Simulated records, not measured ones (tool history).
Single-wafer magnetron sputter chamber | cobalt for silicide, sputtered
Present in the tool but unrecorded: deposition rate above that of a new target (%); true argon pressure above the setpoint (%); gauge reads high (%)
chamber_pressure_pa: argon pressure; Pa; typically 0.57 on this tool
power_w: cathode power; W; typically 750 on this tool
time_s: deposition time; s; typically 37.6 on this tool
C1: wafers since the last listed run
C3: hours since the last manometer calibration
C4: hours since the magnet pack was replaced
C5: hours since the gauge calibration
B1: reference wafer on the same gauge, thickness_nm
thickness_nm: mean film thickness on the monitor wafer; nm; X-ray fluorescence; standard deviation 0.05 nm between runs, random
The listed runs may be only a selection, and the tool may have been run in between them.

run 1 hour=0 | chamber_pressure_pa=0.57 power_w=750 time_s=37.6 | C1=0 wafers_on_the_sputter_target=3755 C3=43.1 C4=5633.3 C5=1538.1 | B1=13.103 | thickness_nm=14.512
run 2 hour=56 | chamber_pressure_pa=0.57 power_w=750 time_s=33 | C1=1025 wafers_on_the_sputter_target=4781 C3=99.1 C4=5689.3 C5=1594.1 | B1=13.104 | thickness_nm=12.655
run 3 hour=114.3 | chamber_pressure_pa=0.57 power_w=750 time_s=33 | C1=1067 wafers_on_the_sputter_target=5849 C3=157.4 C4=5747.6 C5=1652.4 | B1=13.096 | thickness_nm=12.686
run 4 hour=167.3 | chamber_pressure_pa=0.57 power_w=750 time_s=33 | C1=970 wafers_on_the_sputter_target=6820 C3=210.4 C4=5800.6 C5=1705.4 | B1=13.113 | thickness_nm=12.759
run 5 hour=206.9 | chamber_pressure_pa=0.57 power_w=750 time_s=37.6 | C1=725 wafers_on_the_sputter_target=7546 C3=250 C4=5840.2 C5=1745 | B1=13.114 | thickness_nm=14.472
run 6 hour=238 | chamber_pressure_pa=0.57 power_w=750 time_s=37.6 | C1=569 wafers_on_the_sputter_target=8115 C3=281.1 C4=5871.3 C5=1776.1 | B1=13.093 | thickness_nm=14.593
-- hour=278.5 sputter target and shields replaced
run 7 hour=285.8 | chamber_pressure_pa=0.57 power_w=750 time_s=37.6 | C1=729 wafers_on_the_sputter_target=134 C3=328.9 C4=5919.1 C5=1823.9 | B1=13.105 | thickness_nm=14.515
run 8 hour=338.4 | chamber_pressure_pa=0.57 power_w=750 time_s=37.6 | C1=963 wafers_on_the_sputter_target=1097 C3=381.5 C4=5971.7 C5=1876.5 | B1=13.126 | thickness_nm=14.546
run 9 hour=363.5 | chamber_pressure_pa=0.57 power_w=750 time_s=37.6 | C1=459 wafers_on_the_sputter_target=1557 C3=406.6 C4=5996.8 C5=1901.6 | B1=13.099 | thickness_nm=14.455
run 10 hour=429.3 | chamber_pressure_pa=0.57 power_w=850 time_s=31.7 | C1=1205 wafers_on_the_sputter_target=2762 C3=472.4 C4=6062.6 C5=1967.4 | B1=13.118 | thickness_nm=13.913
run 11 hour=463.8 | chamber_pressure_pa=0.57 power_w=850 time_s=31.7 | C1=631 wafers_on_the_sputter_target=3394 C3=506.9 C4=6097.1 C5=2001.9 | B1=13.101 | thickness_nm=13.807
run 12 hour=507.4 | chamber_pressure_pa=0.57 power_w=850 time_s=31.7 | C1=798 wafers_on_the_sputter_target=4193 C3=550.5 C4=6140.7 C5=2045.5 | B1=13.101 | thickness_nm=13.784
-- hour=535.5 gauge calibrated
run 13 hour=540.4 | chamber_pressure_pa=0.57 power_w=750 time_s=39.3 | C1=604 wafers_on_the_sputter_target=4798 C3=583.5 C4=6173.7 C5=4.9 | B1=13.102 | thickness_nm=15.143
run 14 hour=606.2 | chamber_pressure_pa=0.57 power_w=750 time_s=37.6 | C1=1205 wafers_on_the_sputter_target=6003 C3=649.3 C4=6239.5 C5=70.7 | B1=13.091 | thickness_nm=14.453
run 15 hour=644.1 | chamber_pressure_pa=0.349 power_w=750 time_s=37.6 | C1=694 wafers_on_the_sputter_target=6697 C3=687.2 C4=6277.4 C5=108.6 | B1=13.112 | thickness_nm=15.422
run 16 hour=738.9 | chamber_pressure_pa=0.57 power_w=700 time_s=30.5 | C1=1736 wafers_on_the_sputter_target=8434 C3=782 C4=6372.2 C5=203.4 | B1=13.099 | thickness_nm=10.924
-- hour=756.8 sputter target and shields replaced
run 17 hour=781 | chamber_pressure_pa=0.57 power_w=750 time_s=37.6 | C1=624 wafers_on_the_sputter_target=443 C3=824.1 C4=6414.3 C5=245.5 | B1=13.109 | thickness_nm=14.317
run 18 hour=851.7 | chamber_pressure_pa=0.757 power_w=900 time_s=40.2 | C1=1295 wafers_on_the_sputter_target=1738 C3=894.8 C4=6485 C5=316.2 | B1=13.115 | thickness_nm=17.479
-- hour=873.4 magnet pack replaced
run 19 hour=912.7 | chamber_pressure_pa=0.57 power_w=750 time_s=37.6 | C1=970 wafers_on_the_sputter_target=2709 C3=955.8 C4=39.3 C5=377.2 | B1=13.099 | thickness_nm=14.386
run 20 hour=947.4 | chamber_pressure_pa=0.57 power_w=650 time_s=44.2 | C1=635 wafers_on_the_sputter_target=3344 C3=990.5 C4=74 C5=411.9 | B1=13.106 | thickness_nm=14.682
run 21 hour=1007.4 | chamber_pressure_pa=0.782 power_w=750 time_s=37.6 | C1=1099 wafers_on_the_sputter_target=4443 C3=1050.5 C4=134 C5=471.9 | B1=13.084 | thickness_nm=13.422
run 22 hour=1032.5 | chamber_pressure_pa=0.788 power_w=850 time_s=37.6 | C1=459 wafers_on_the_sputter_target=4903 C3=1075.6 C4=159.1 C5=497 | B1=13.081 | thickness_nm=15.091
run 23 hour=1069.9 | chamber_pressure_pa=0.57 power_w=750 time_s=33.4 | C1=685 wafers_on_the_sputter_target=5588 C3=1113 C4=196.5 C5=534.4 | B1=13.101 | thickness_nm=12.738
run 24 hour=1123.3 | chamber_pressure_pa=0.795 power_w=750 time_s=43.6 | C1=978 wafers_on_the_sputter_target=6567 C3=1166.4 C4=249.9 C5=587.8 | B1=13.092 | thickness_nm=15.477
-- hour=1201.2 sputter target and shields replaced
-- hour=1206.7 capacitance manometer re-zeroed and calibrated
run 25 hour=1211.7 | chamber_pressure_pa=0.57 power_w=750 time_s=37.6 | C1=1371 wafers_on_the_sputter_target=91 C3=5 C4=338.3 C5=676.2 | B1=13.094 | thickness_nm=14.443
run 26 hour=1277.6 | chamber_pressure_pa=0.399 power_w=750 time_s=37.6 | C1=1207 wafers_on_the_sputter_target=1298 C3=70.9 C4=404.2 C5=742.1 | B1=13.116 | thickness_nm=15.311
run 27 hour=1336.1 | chamber_pressure_pa=0.715 power_w=750 time_s=43.9 | C1=1071 wafers_on_the_sputter_target=2370 C3=129.4 C4=462.7 C5=800.6 | B1=13.102 | thickness_nm=16.247
run 28 hour=1377.8 | chamber_pressure_pa=0.491 power_w=700 time_s=37.6 | C1=763 wafers_on_the_sputter_target=3134 C3=171.1 C4=504.4 C5=842.3 | B1=13.103 | thickness_nm=13.923
run 29 hour=1403.1 | chamber_pressure_pa=0.57 power_w=550 time_s=44.5 | C1=463 wafers_on_the_sputter_target=3597 C3=196.4 C4=529.7 C5=867.6 | B1=13.099 | thickness_nm=12.6
run 30 hour=1457.3 | chamber_pressure_pa=0.464 power_w=800 time_s=45 | C1=992 wafers_on_the_sputter_target=4590 C3=250.6 C4=583.9 C5=921.8 | B1=13.1 | thickness_nm=19.199
run 31 hour=1528.3 | chamber_pressure_pa=0.57 power_w=750 time_s=41.8 | C1=1300 wafers_on_the_sputter_target=5890 C3=321.6 C4=654.9 C5=992.8 | B1=13.094 | thickness_nm=16.155
run 32 hour=1575.3 | chamber_pressure_pa=0.57 power_w=750 time_s=37.6 | C1=860 wafers_on_the_sputter_target=6751 C3=368.6 C4=701.9 C5=1039.8 | B1=13.11 | thickness_nm=14.561
run 33 hour=1602.6 | chamber_pressure_pa=0.57 power_w=750 time_s=37.6 | C1=500 wafers_on_the_sputter_target=7252 C3=395.9 C4=729.2 C5=1067.1 | B1=13.117 | thickness_nm=14.462
-- hour=1624.7 sputter target and shields replaced
run 34 hour=1647.2 | chamber_pressure_pa=0.683 power_w=600 time_s=33.1 | C1=670 wafers_on_the_sputter_target=411 C3=440.5 C4=773.8 C5=1111.7 | B1=13.1 | thickness_nm=9.824
run 35 hour=1679.8 | chamber_pressure_pa=0.57 power_w=750 time_s=35.2 | C1=597 wafers_on_the_sputter_target=1008 C3=473.1 C4=806.4 C5=1144.3 | B1=13.092 | thickness_nm=13.601
run 36 hour=1728.7 | chamber_pressure_pa=0.428 power_w=850 time_s=31 | C1=895 wafers_on_the_sputter_target=1904 C3=522 C4=855.3 C5=1193.2 | B1=13.095 | thickness_nm=14.1

List, for all runs, the conditions of the tool that the log does not record:
deposition rate above that of a new target (%): 0 in every run
gauge reads high (%): 0 in every run
H1: true argon pressure above the setpoint (%)
run=1 H1=-2.34
run=2 H1=-2.28
run=3 H1=-2.17
run=4 H1=-2.03
run=5 H1=-1.9
run=6 H1=-1.78
run=7 H1=-1.57
run=8 H1=-1.3
run=9 H1=-1.16
run=10 H1=-0.74
run=11 H1=-0.496
run=12 H1=-0.163
run=13 H1=0.108
run=14 H1=0.694
run=15 H1=1.06
run=16 H1=2.07
run=17 H1=2.56
run=18 H1=3.43
run=19 H1=4.25
run=20 H1=4.74
run=21 H1=5.62
run=22 H1=6.01
run=23 H1=6.6
run=24 H1=7.48
run=25 H1=-0.949
run=26 H1=-0.913
run=27 H1=-0.828
run=28 H1=-0.738
run=29 H1=-0.67
run=30 H1=-0.495
run=31 H1=-0.202
run=32 H1=0.0328
run=33 H1=0.184
run=34 H1=0.453
run=35 H1=0.669
run=36 H1=1.02
